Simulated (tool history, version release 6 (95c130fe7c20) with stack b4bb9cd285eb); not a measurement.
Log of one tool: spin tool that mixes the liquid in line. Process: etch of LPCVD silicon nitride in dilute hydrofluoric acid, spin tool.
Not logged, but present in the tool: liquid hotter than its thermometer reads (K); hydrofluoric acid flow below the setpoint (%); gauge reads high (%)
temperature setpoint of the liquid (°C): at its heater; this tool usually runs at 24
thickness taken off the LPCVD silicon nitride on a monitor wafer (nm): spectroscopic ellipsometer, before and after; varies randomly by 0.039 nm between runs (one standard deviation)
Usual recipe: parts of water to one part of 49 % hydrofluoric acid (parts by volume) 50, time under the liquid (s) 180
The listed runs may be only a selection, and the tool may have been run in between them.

run,day,temperature setpoint of the liquid (°C),parts of water to one part of 49 % hydrofluoric acid (parts by volume),time under the liquid (s),wafers since the last listed run,hours since the thermometer was replaced,hours since the hydrofluoric acid flow meter was replaced,hours since the gauge calibration,"read-back film thickness of the LPCVD silicon nitride reference wafer, read on the same gauge (nm)",thickness taken off the LPCVD silicon nitride on a monitor wafer (nm)
1,0,21,50,180,0,931.2,1091.3,704.5,70.001,1.509
2,1.862,21,50,180,270,975.9,1136,749.2,69.987,1.504
3,4.762,21,50,180,421,1045.5,1205.6,818.8,70.02,1.472
4,6.421,24,50,210,241,1085.3,1245.4,858.6,69.964,2.199
5,8.058,24,50,210,238,1124.6,1284.7,897.9,70.012,2.195
6,10.8,24,50,180,398,1190.4,1350.5,963.7,69.986,1.924
7,19.383,23,50,180,1248,1396.4,1556.5,1169.7,70.036,1.824
8,20.517,24,50,180,164,1423.6,1583.7,1196.9,70.006,1.916
9,22.746,20,50,180,324,1477.1,1637.2,1250.4,70.013,1.506
10,23.988,20,50,180,180,1506.9,1667,1280.2,69.981,1.48
11,25.846,24,50,180,270,1551.5,1711.6,1324.8,69.983,1.918
# day 27.05: gauge calibrated
12,27.283,24,50,180,209,1586,1746.1,5.6,69.991,1.976
13,30.112,24,50,180,411,1653.9,1814,73.5,69.972,1.907
14,31.471,24,50,180,197,1686.5,1846.6,106.1,70.009,2.062
15,32.579,24,50,180,161,1713.1,1873.2,132.7,70.01,2.061
16,35.462,21.5,60,145,419,1782.3,1942.4,201.9,69.991,1.133
# day 36.579: thermometer replaced
17,37.454,24,50,215,283,21,1990.2,249.7,69.993,2.54
18,40.154,29,50,180,392,85.8,2055,314.5,70.011,2.918
19,41.858,24,70,180,247,126.7,2095.9,355.4,69.988,1.546
20,43.958,25.5,50,180,305,177.1,2146.3,405.8,70.002,2.381
# day 45.617: thermometer replaced, repeated, since the last time left the tool worse
21,46.833,20.5,50,265,412,29.2,2215.3,474.8,69.99,2.089
22,49.588,22.5,50,105,400,95.3,2281.4,540.9,69.992,0.92
# day 51.975: hydrofluoric acid flow meter replaced
23,52.229,24,50,85,378,158.7,6.1,604.3,69.985,0.846
24,54.796,24,40,265,373,220.3,67.7,665.9,70.001,3.303
25,56.858,19.5,40,115,299,269.8,117.2,715.4,69.979,1.011
26,58.2,19.5,50,180,195,302,149.4,747.6,70.019,1.35
27,60.142,24,50,180,282,348.6,196,794.2,69.989,1.732
28,67.2,24,50,180,1026,518,365.4,963.6,70.008,1.843
29,68.662,24,50,180,212,553.1,400.5,998.7,70.014,1.824
30,71.033,24,50,180,344,610,457.4,1055.6,70.01,1.884
31,73.379,20,65,150,341,666.3,513.7,1111.9,69.992,0.88

Below are 4 alternative next runs, each starting from the tool's condition after run 31. Predict each:
A,73.4,24,50,180,3,666.8,514.2,1112.4,?,?
B,73.4,19.5,35,150,3,666.8,514.2,1112.4,?,?
C,73.4,22,35,130,3,666.8,514.2,1112.4,?,?
D,73.4,24,50,125,3,666.8,514.2,1112.4,?,?

run,"read-back film thickness of the LPCVD silicon nitride reference wafer, read on the same gauge (nm)",thickness taken off the LPCVD silicon nitride on a monitor wafer (nm)
A,69.989,1.845
B,69.989,1.599
C,69.989,1.647
D,69.989,1.281
With no hidden state in the tool, these same runs would have given:
run,thickness taken off the LPCVD silicon nitride on a monitor wafer (nm)
A,1.743
B,1.507
C,1.555
D,1.211
